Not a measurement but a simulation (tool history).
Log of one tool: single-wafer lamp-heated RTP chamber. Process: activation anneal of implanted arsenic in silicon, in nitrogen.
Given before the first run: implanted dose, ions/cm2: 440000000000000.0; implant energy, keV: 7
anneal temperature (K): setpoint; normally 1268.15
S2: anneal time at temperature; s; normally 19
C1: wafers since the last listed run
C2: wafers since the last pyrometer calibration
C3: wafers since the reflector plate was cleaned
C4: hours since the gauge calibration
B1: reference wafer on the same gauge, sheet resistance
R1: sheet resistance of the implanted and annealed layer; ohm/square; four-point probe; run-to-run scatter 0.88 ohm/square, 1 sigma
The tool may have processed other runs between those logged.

{"run": 1, "hour": 0.0, "anneal temperature (K)": 1268.15, "S2": 26, "C1": 0, "C2": 4431, "C3": 5900, "C4": 514.5, "B1": 274.86, "R1": 262.54}
{"run": 2, "hour": 32.1, "anneal temperature (K)": 1268.15, "S2": 26, "C1": 708, "C2": 5139, "C3": 6608, "C4": 546.6, "B1": 274.83, "R1": 262.35}
{"run": 3, "hour": 52.4, "anneal temperature (K)": 1268.15, "S2": 26, "C1": 447, "C2": 5587, "C3": 7056, "C4": 566.9, "B1": 274.85, "R1": 260.05}
{"hour": 65.1, "done": "reflector plate cleaned"}
{"hour": 75.3, "done": "gauge calibrated"}
{"run": 4, "hour": 79.1, "anneal temperature (K)": 1268.15, "S2": 27, "C1": 412, "C2": 5999, "C3": 308, "C4": 3.8, "B1": 274.61, "R1": 262.14}
{"run": 5, "hour": 94.0, "anneal temperature (K)": 1268.15, "S2": 27, "C1": 328, "C2": 6328, "C3": 637, "C4": 18.7, "B1": 274.94, "R1": 262.23}
{"run": 6, "hour": 122.5, "anneal temperature (K)": 1268.15, "S2": 19, "C1": 628, "C2": 6956, "C3": 1265, "C4": 47.2, "B1": 274.55, "R1": 266.29}
{"run": 7, "hour": 145.3, "anneal temperature (K)": 1268.15, "S2": 19, "C1": 502, "C2": 7459, "C3": 1768, "C4": 70, "B1": 275.16, "R1": 268.27}
{"run": 8, "hour": 164.1, "anneal temperature (K)": 1268.15, "S2": 19, "C1": 414, "C2": 7874, "C3": 2183, "C4": 88.8, "B1": 274.92, "R1": 267.36}
{"hour": 180.7, "done": "pyrometer window cleaned and pyrometer calibrated"}
{"run": 9, "hour": 228.5, "anneal temperature (K)": 1268.15, "S2": 19, "C1": 1243, "C2": 1054, "C3": 3427, "C4": 153.2, "B1": 274.8, "R1": 265.31}
{"run": 10, "hour": 320.7, "anneal temperature (K)": 1268.15, "S2": 19, "C1": 2033, "C2": 3088, "C3": 5460, "C4": 245.4, "B1": 275.05, "R1": 266.99}
{"run": 11, "hour": 342.1, "anneal temperature (K)": 1268.15, "S2": 19, "C1": 472, "C2": 3560, "C3": 5932, "C4": 266.8, "B1": 274.89, "R1": 265.2}
{"run": 12, "hour": 364.1, "anneal temperature (K)": 1268.15, "S2": 19, "C1": 485, "C2": 4045, "C3": 6418, "C4": 288.8, "B1": 274.91, "R1": 266.31}
{"run": 13, "hour": 379.7, "anneal temperature (K)": 1268.15, "S2": 19, "C1": 344, "C2": 4389, "C3": 6762, "C4": 304.4, "B1": 274.53, "R1": 265.64}
{"run": 14, "hour": 392.2, "anneal temperature (K)": 1268.15, "S2": 19, "C1": 275, "C2": 4665, "C3": 7037, "C4": 316.9, "B1": 274.78, "R1": 265.26}
{"hour": 417.3, "done": "reflector plate cleaned"}
{"run": 15, "hour": 483.6, "anneal temperature (K)": 1285.15, "S2": 11, "C1": 1839, "C2": 6505, "C3": 1461, "C4": 408.3, "B1": 274.71, "R1": 272.29}
{"run": 16, "hour": 499.0, "anneal temperature (K)": 1268.15, "S2": 14, "C1": 339, "C2": 6844, "C3": 1801, "C4": 423.7, "B1": 275.18, "R1": 272.82}
{"hour": 517.3, "done": "pyrometer window cleaned and pyrometer calibrated"}
{"run": 17, "hour": 531.5, "anneal temperature (K)": 1268.15, "S2": 14, "C1": 540, "C2": 313, "C3": 2341, "C4": 456.2, "B1": 274.88, "R1": 270.89}
{"run": 18, "hour": 544.6, "anneal temperature (K)": 1268.15, "S2": 19, "C1": 288, "C2": 602, "C3": 2630, "C4": 469.3, "B1": 274.83, "R1": 269.36}
{"run": 19, "hour": 578.5, "anneal temperature (K)": 1297.15, "S2": 25, "C1": 747, "C2": 1350, "C3": 3378, "C4": 503.2, "B1": 274.4, "R1": 251.65}
{"hour": 589.9, "done": "gauge calibrated"}
{"run": 20, "hour": 614.0, "anneal temperature (K)": 1295.15, "S2": 26, "C1": 783, "C2": 2133, "C3": 4161, "C4": 24.1, "B1": 274.66, "R1": 251.1}
{"run": 21, "hour": 630.1, "anneal temperature (K)": 1280.15, "S2": 19, "C1": 355, "C2": 2488, "C3": 4516, "C4": 40.2, "B1": 275.05, "R1": 262.69}
{"run": 22, "hour": 665.7, "anneal temperature (K)": 1239.15, "S2": 28, "C1": 785, "C2": 3273, "C3": 5301, "C4": 75.8, "B1": 275.08, "R1": 269.47}
{"run": 23, "hour": 699.4, "anneal temperature (K)": 1247.15, "S2": 19, "C1": 743, "C2": 4016, "C3": 6044, "C4": 109.5, "B1": 275.12, "R1": 274.33}
{"run": 24, "hour": 730.5, "anneal temperature (K)": 1268.15, "S2": 19, "C1": 685, "C2": 4702, "C3": 6730, "C4": 140.6, "B1": 275.19, "R1": 266.77}
{"run": 25, "hour": 744.9, "anneal temperature (K)": 1247.15, "S2": 22, "C1": 317, "C2": 5020, "C3": 7048, "C4": 155, "B1": 275.04, "R1": 272.33}
{"run": 26, "hour": 760.1, "anneal temperature (K)": 1268.15, "S2": 27, "C1": 335, "C2": 5355, "C3": 7383, "C4": 170.2, "B1": 274.99, "R1": 261.09}
{"hour": 794.8, "done": "reflector plate cleaned"}
{"run": 27, "hour": 795.3, "anneal temperature (K)": 1268.15, "S2": 19, "C1": 599, "C2": 5955, "C3": 11, "C4": 205.4, "B1": 275.3, "R1": 269.84}
{"run": 28, "hour": 820.5, "anneal temperature (K)": 1285.15, "S2": 11, "C1": 555, "C2": 6511, "C3": 567, "C4": 230.6, "B1": 275.04, "R1": 270.11}
{"run": 29, "hour": 853.8, "anneal temperature (K)": 1268.15, "S2": 30, "C1": 734, "C2": 7245, "C3": 1302, "C4": 263.9, "B1": 274.95, "R1": 261.21}
{"run": 30, "hour": 872.2, "anneal temperature (K)": 1276.15, "S2": 10, "C1": 405, "C2": 7651, "C3": 1708, "C4": 282.3, "B1": 275.26, "R1": 274.51}
{"run": 31, "hour": 903.4, "anneal temperature (K)": 1268.15, "S2": 19, "C1": 688, "C2": 8339, "C3": 2396, "C4": 313.5, "B1": 274.98, "R1": 268.37}
{"hour": 916.1, "done": "pyrometer window cleaned and pyrometer calibrated"}
{"run": 32, "hour": 928.2, "anneal temperature (K)": 1251.15, "S2": 30, "C1": 370, "C2": 266, "C3": 2766, "C4": 338.3, "B1": 274.79, "R1": 265.83}
{"run": 33, "hour": 954.3, "anneal temperature (K)": 1250.15, "S2": 27, "C1": 575, "C2": 841, "C3": 3342, "C4": 364.4, "B1": 274.59, "R1": 267.44}
{"run": 34, "hour": 978.3, "anneal temperature (K)": 1280.15, "S2": 19, "C1": 529, "C2": 1371, "C3": 3871, "C4": 388.4, "B1": 275.38, "R1": 260.96}
{"run": 35, "hour": 994.8, "anneal temperature (K)": 1260.15, "S2": 11, "C1": 363, "C2": 1735, "C3": 4235, "C4": 404.9, "B1": 275.26, "R1": 279.64}

Below, some changes in R1 between adjacent runs. For each, the amount present without the hidden state too (settings, incoming material, random variation) and the amount remaining for the hidden state with gauge scatter not shared by both compared results:
What the log doesn't record here: true wafer temperature minus pyrometer reading, K; wafer temperature error from the tarnished reflector plate, K; gauge reads high (%).
Run 3 -> 4: S2 26 -> 27, reflector plate cleaned, gauge calibrated. R1 +2.09 ohm/square: hidden state +2.14, all else -0.05.
Run 14 -> 15: anneal temperature (K) 1268.15 -> 1285.15, S2 19 -> 11, reflector plate cleaned. R1 +7.03 ohm/square: hidden state +1.89, all else +5.14.
Run 18 -> 19: anneal temperature (K) 1268.15 -> 1297.15, S2 19 -> 25. R1 -17.71 ohm/square: hidden state -0.47, all else -17.24.
Run 26 -> 27: S2 27 -> 19, reflector plate cleaned. R1 +8.75 ohm/square: hidden state +2.54, all else +6.21.
Run 29 -> 30: anneal temperature (K) 1268.15 -> 1276.15, S2 30 -> 10. R1 +13.3 ohm/square: hidden state -0.17, all else +13.47.
Run 34 -> 35: anneal temperature (K) 1280.15 -> 1260.15, S2 19 -> 11. R1 +18.68 ohm/square: hidden state +0.07, all else +18.61.
